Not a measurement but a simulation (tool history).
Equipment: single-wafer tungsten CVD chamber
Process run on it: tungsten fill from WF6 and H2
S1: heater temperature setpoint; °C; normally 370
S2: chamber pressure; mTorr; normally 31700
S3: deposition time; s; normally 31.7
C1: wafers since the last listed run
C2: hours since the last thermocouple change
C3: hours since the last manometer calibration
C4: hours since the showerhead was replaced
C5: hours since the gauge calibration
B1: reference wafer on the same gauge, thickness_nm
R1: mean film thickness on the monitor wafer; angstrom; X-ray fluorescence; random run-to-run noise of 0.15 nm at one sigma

run	hour	S1	S2	S3	C1	C2	C3	C4	C5	B1	R1
1	0	370	35300	31.7	0	1317.1	1674.9	6401.8	1415.7	43.383	552.38
2	27.8	370	31700	31.7	778	1344.9	1702.7	6429.6	1443.5	43.394	527.1
# hour 45.6: showerhead replaced
3	51.9	370	31700	31.7	451	1369	1726.8	6.3	1467.6	43.391	528.55
4	86.4	370	27200	31.7	966	1403.5	1761.3	40.8	1502.1	43.408	490.04
5	116.4	370	31700	31.7	840	1433.5	1791.3	70.8	1532.1	43.388	527.62
# hour 131: gauge calibrated
6	138.3	370	31700	31.7	613	1455.4	1813.2	92.7	7.3	43.389	524.55
7	170.5	370	31700	31.7	902	1487.6	1845.4	124.9	39.5	43.407	526.06
8	187.3	370	35600	31.7	470	1504.4	1862.2	141.7	56.3	43.409	554.87
9	201.3	370	35600	31.7	392	1518.4	1876.2	155.7	70.3	43.431	558.4
10	215.8	360	31700	31.7	406	1532.9	1890.7	170.2	84.8	43.418	408.98
11	233.6	370	31700	31.7	498	1550.7	1908.5	188	102.6	43.446	523.75
12	256	378	34300	25.6	627	1573.1	1930.9	210.4	125	43.392	532.12
13	286.2	370	31700	31.7	846	1603.3	1961.1	240.6	155.2	43.412	526.77
14	303.6	370	31700	29.9	487	1620.7	1978.5	258	172.6	43.421	495.15
# hour 315.1: thermocouple changed; heater temperature recalibrated
15	329.7	382	31700	37.6	507	14.6	2004.6	284.1	198.7	43.427	827.18
16	344.7	370	31700	31.7	420	29.6	2019.6	299.1	213.7	43.4	526.74
17	364.3	360	39500	25.6	549	49.2	2039.2	318.7	233.3	43.384	368.59
18	379.3	377	31700	31.7	420	64.2	2054.2	333.7	248.3	43.424	623.28
19	413.9	381	27600	36.7	969	98.8	2088.8	368.3	282.9	43.422	732.58
20	429.5	370	31700	31.7	437	114.4	2104.4	383.9	298.5	43.422	526.28
21	463	370	31700	31.7	938	147.9	2137.9	417.4	332	43.383	527.64
22	482.3	370	31700	29	540	167.2	2157.2	436.7	351.3	43.405	483.55
23	501.8	365	24300	28.9	546	186.7	2176.7	456.2	370.8	43.381	372.49
24	532.4	361	24600	28.6	857	217.3	2207.3	486.8	401.4	43.398	333.95
25	545.9	370	37800	31.7	378	230.8	2220.8	500.3	414.9	43.441	570.25
# hour 566.8: capacitance manometer re-zeroed and calibrated
26	571.4	381	24500	37.9	490	256.3	4.6	525.8	440.4	43.385	720.73
27	654	359	26700	28.5	2314	338.9	87.2	608.4	523	43.416	331.61
28	682.8	379	31700	36.8	806	367.7	116	637.2	551.8	43.396	751.29
29	715	370	31700	31.7	902	399.9	148.2	669.4	584	43.403	526.75
30	747.3	366	23900	33.7	904	432.2	180.5	701.7	616.3	43.419	443.39
31	773.4	381	27600	36.7	731	458.3	206.6	727.8	642.4	43.386	737.33
32	800.9	370	31700	31.7	770	485.8	234.1	755.3	669.9	43.389	525.8
33	831.8	359	37300	28.4	865	516.7	265	786.2	700.8	43.388	388.06
34	843.8	360	39500	25.6	336	528.7	277	798.2	712.8	43.386	368.37

For each entry between runs, how does the tool's hidden state at the last listed run before it compare with that at the first listed run after it?
From run 2 to run 3: showerhead replaced (hour 45.6)
  both runs share identical hidden conditions
From run 5 to run 6: gauge calibrated (hour 131)
  both runs share identical hidden conditions
From run 14 to run 15: thermocouple changed; heater temperature recalibrated (hour 315.1)
  both runs share identical hidden conditions
From run 25 to run 26: capacitance manometer re-zeroed and calibrated (hour 566.8)
  both runs share identical hidden conditions
